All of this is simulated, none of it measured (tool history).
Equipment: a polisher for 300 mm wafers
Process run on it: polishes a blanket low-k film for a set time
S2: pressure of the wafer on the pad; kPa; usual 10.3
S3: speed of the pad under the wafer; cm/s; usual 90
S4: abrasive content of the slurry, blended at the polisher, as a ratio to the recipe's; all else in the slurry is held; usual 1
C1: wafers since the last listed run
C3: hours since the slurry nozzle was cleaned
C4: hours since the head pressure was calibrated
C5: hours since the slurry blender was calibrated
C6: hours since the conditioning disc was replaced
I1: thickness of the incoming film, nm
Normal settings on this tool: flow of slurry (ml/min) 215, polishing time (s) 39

run 1 hour=0 | flow_of_slurry_(ml/min)=215 S2=9 S3=90 S4=1 polishing_time_(s)=34 | C1=0 wafers_polished_on_this_pad=838 C3=167.2 C4=1098.6 C5=51.8 C6=91.7 | I1=618.6 | film_removed_(Å)=84
run 2 hour=13.1 | flow_of_slurry_(ml/min)=215 S2=10.3 S3=90 S4=1 polishing_time_(s)=39 | C1=99 wafers_polished_on_this_pad=937 C3=180.3 C4=1111.7 C5=64.9 C6=104.8 | I1=613.8 | film_removed_(Å)=109
-- hour=33.8 worn pad replaced by a new one
run 3 hour=43.3 | flow_of_slurry_(ml/min)=215 S2=10.3 S3=90 S4=1 polishing_time_(s)=39 | C1=198 wafers_polished_on_this_pad=71 C3=210.5 C4=1141.9 C5=95.1 C6=135 | I1=615.9 | film_removed_(Å)=108
run 4 hour=63.2 | flow_of_slurry_(ml/min)=215 S2=10.3 S3=90 S4=1 polishing_time_(s)=39 | C1=150 wafers_polished_on_this_pad=222 C3=230.4 C4=1161.8 C5=115 C6=154.9 | I1=623.9 | film_removed_(Å)=107
run 5 hour=94.3 | flow_of_slurry_(ml/min)=215 S2=10.3 S3=110 S4=1 polishing_time_(s)=39 | C1=235 wafers_polished_on_this_pad=458 C3=261.5 C4=1192.9 C5=146.1 C6=186 | I1=608 | film_removed_(Å)=127
-- hour=102.2 slurry blender recalibrated
run 6 hour=118.9 | flow_of_slurry_(ml/min)=215 S2=10.3 S3=110 S4=1 polishing_time_(s)=39 | C1=171 wafers_polished_on_this_pad=629 C3=286.1 C4=1217.5 C5=16.7 C6=210.6 | I1=626.1 | film_removed_(Å)=127
run 7 hour=131.2 | flow_of_slurry_(ml/min)=215 S2=10.3 S3=110 S4=1 polishing_time_(s)=39 | C1=93 wafers_polished_on_this_pad=723 C3=298.4 C4=1229.8 C5=29 C6=222.9 | I1=628.9 | film_removed_(Å)=127
run 8 hour=166.7 | flow_of_slurry_(ml/min)=215 S2=10.3 S3=90 S4=1 polishing_time_(s)=35 | C1=269 wafers_polished_on_this_pad=992 C3=333.9 C4=1265.3 C5=64.5 C6=258.4 | I1=626.6 | film_removed_(Å)=97
-- hour=175.5 head pressure recalibrated
run 9 hour=180.5 | flow_of_slurry_(ml/min)=215 S2=9 S3=120 S4=1 polishing_time_(s)=39 | C1=89 wafers_polished_on_this_pad=1081 C3=347.7 C4=5 C5=78.3 C6=272.2 | I1=629.9 | film_removed_(Å)=118
-- hour=196 slurry nozzle cleaned
-- hour=205.7 worn pad replaced by a new one
run 10 hour=208.4 | flow_of_slurry_(ml/min)=215 S2=10.3 S3=90 S4=1 polishing_time_(s)=39 | C1=173 wafers_polished_on_this_pad=20 C3=12.4 C4=32.9 C5=106.2 C6=300.1 | I1=622.9 | film_removed_(Å)=116
run 11 hour=241.6 | flow_of_slurry_(ml/min)=265 S2=10.3 S3=90 S4=1 polishing_time_(s)=39 | C1=251 wafers_polished_on_this_pad=272 C3=45.6 C4=66.1 C5=139.4 C6=333.3 | I1=618.2 | film_removed_(Å)=116
run 12 hour=261.4 | flow_of_slurry_(ml/min)=215 S2=10.3 S3=90 S4=1 polishing_time_(s)=51 | C1=150 wafers_polished_on_this_pad=422 C3=65.4 C4=85.9 C5=159.2 C6=353.1 | I1=628.3 | film_removed_(Å)=148
-- hour=276.9 slurry blender recalibrated
run 13 hour=278.2 | flow_of_slurry_(ml/min)=215 S2=10.3 S3=66 S4=0.85 polishing_time_(s)=39 | C1=112 wafers_polished_on_this_pad=534 C3=82.2 C4=102.7 C5=1.3 C6=369.9 | I1=620.2 | film_removed_(Å)=81
run 14 hour=295.7 | flow_of_slurry_(ml/min)=260 S2=8.3 S3=108 S4=1 polishing_time_(s)=45 | C1=132 wafers_polished_on_this_pad=667 C3=99.7 C4=120.2 C5=18.8 C6=387.4 | I1=619.5 | film_removed_(Å)=126
run 15 hour=330.6 | flow_of_slurry_(ml/min)=195 S2=10.3 S3=90 S4=1 polishing_time_(s)=39 | C1=264 wafers_polished_on_this_pad=931 C3=134.6 C4=155.1 C5=53.7 C6=422.3 | I1=622.9 | film_removed_(Å)=109
run 16 hour=347.1 | flow_of_slurry_(ml/min)=215 S2=8.3 S3=90 S4=1 polishing_time_(s)=33 | C1=125 wafers_polished_on_this_pad=1056 C3=151.1 C4=171.6 C5=70.2 C6=438.8 | I1=617.5 | film_removed_(Å)=75
run 17 hour=362.9 | flow_of_slurry_(ml/min)=215 S2=10.3 S3=72 S4=0.75 polishing_time_(s)=31 | C1=119 wafers_polished_on_this_pad=1176 C3=166.9 C4=187.4 C5=86 C6=454.6 | I1=616.9 | film_removed_(Å)=63
-- hour=366.7 conditioning disc replaced and pad reconditioned
-- hour=370.3 worn pad replaced by a new one
run 18 hour=398.8 | flow_of_slurry_(ml/min)=215 S2=10.3 S3=90 S4=1.15 polishing_time_(s)=39 | C1=229 wafers_polished_on_this_pad=215 C3=202.8 C4=223.3 C5=121.9 C6=32.1 | I1=620 | film_removed_(Å)=114
run 19 hour=422.7 | flow_of_slurry_(ml/min)=215 S2=10.3 S3=90 S4=1 polishing_time_(s)=39 | C1=181 wafers_polished_on_this_pad=397 C3=226.7 C4=247.2 C5=145.8 C6=56 | I1=611.8 | film_removed_(Å)=108
-- hour=433.6 slurry blender recalibrated
run 20 hour=454.2 | flow_of_slurry_(ml/min)=255 S2=10.3 S3=90 S4=1.1 polishing_time_(s)=43 | C1=223 wafers_polished_on_this_pad=620 C3=258.2 C4=278.7 C5=20.6 C6=87.5 | I1=622.4 | film_removed_(Å)=128
-- hour=473.8 slurry nozzle cleaned
run 21 hour=476.4 | flow_of_slurry_(ml/min)=215 S2=10.3 S3=90 S4=0.85 polishing_time_(s)=39 | C1=160 wafers_polished_on_this_pad=781 C3=2.6 C4=300.9 C5=42.8 C6=109.7 | I1=616.9 | film_removed_(Å)=110
run 22 hour=488.8 | flow_of_slurry_(ml/min)=215 S2=10.3 S3=90 S4=1 polishing_time_(s)=32 | C1=94 wafers_polished_on_this_pad=875 C3=15 C4=313.3 C5=55.2 C6=122.1 | I1=613.7 | film_removed_(Å)=95
run 23 hour=503.2 | flow_of_slurry_(ml/min)=275 S2=10.3 S3=90 S4=1 polishing_time_(s)=39 | C1=109 wafers_polished_on_this_pad=984 C3=29.4 C4=327.7 C5=69.6 C6=136.5 | I1=629.6 | film_removed_(Å)=118
run 24 hour=521 | flow_of_slurry_(ml/min)=215 S2=10.3 S3=90 S4=1 polishing_time_(s)=39 | C1=134 wafers_polished_on_this_pad=1119 C3=47.2 C4=345.5 C5=87.4 C6=154.3 | I1=622.7 | film_removed_(Å)=115
-- hour=552.9 worn pad replaced by a new one
run 25 hour=553.4 | flow_of_slurry_(ml/min)=215 S2=10.3 S3=90 S4=1.25 polishing_time_(s)=32 | C1=215 wafers_polished_on_this_pad=3 C3=79.6 C4=377.9 C5=119.8 C6=186.7 | I1=614.6 | film_removed_(Å)=102
run 26 hour=581.7 | flow_of_slurry_(ml/min)=215 S2=10.3 S3=90 S4=1 polishing_time_(s)=39 | C1=214 wafers_polished_on_this_pad=218 C3=107.9 C4=406.2 C5=148.1 C6=215 | I1=627.6 | film_removed_(Å)=113
run 27 hour=601 | flow_of_slurry_(ml/min)=215 S2=10.3 S3=90 S4=0.9 polishing_time_(s)=39 | C1=146 wafers_polished_on_this_pad=364 C3=127.2 C4=425.5 C5=167.4 C6=234.3 | I1=614.3 | film_removed_(Å)=108

Measured result minus the same run's result without the hidden state. Both carry the same run-to-run variation, though not necessarily the same gauge scatter:
Hidden state at play: removal rate lost through wear of the pad, %; slurry flow missing at the pad, %; deviation of the head's pressure from its setpoint, %; abrasive missing from the slurry, %; time polished since the conditioner stopped cutting, s.
run=1 film_removed_(Å)=-5
run=2 film_removed_(Å)=-7
run=3 film_removed_(Å)=-8
run=4 film_removed_(Å)=-8
run=5 film_removed_(Å)=-10
run=6 film_removed_(Å)=-10
run=7 film_removed_(Å)=-10
run=8 film_removed_(Å)=-8
run=9 film_removed_(Å)=-9
run=10 film_removed_(Å)=-1
run=11 film_removed_(Å)=-3
run=12 film_removed_(Å)=-6
run=13 film_removed_(Å)=-4
run=14 film_removed_(Å)=-5
run=15 film_removed_(Å)=-7
run=16 film_removed_(Å)=-5
run=17 film_removed_(Å)=-5
run=18 film_removed_(Å)=-9
run=19 film_removed_(Å)=-9
run=20 film_removed_(Å)=-9
run=21 film_removed_(Å)=+0
run=22 film_removed_(Å)=-1
run=23 film_removed_(Å)=-2
run=24 film_removed_(Å)=-3
run=25 film_removed_(Å)=-3
run=26 film_removed_(Å)=-5
run=27 film_removed_(Å)=-5

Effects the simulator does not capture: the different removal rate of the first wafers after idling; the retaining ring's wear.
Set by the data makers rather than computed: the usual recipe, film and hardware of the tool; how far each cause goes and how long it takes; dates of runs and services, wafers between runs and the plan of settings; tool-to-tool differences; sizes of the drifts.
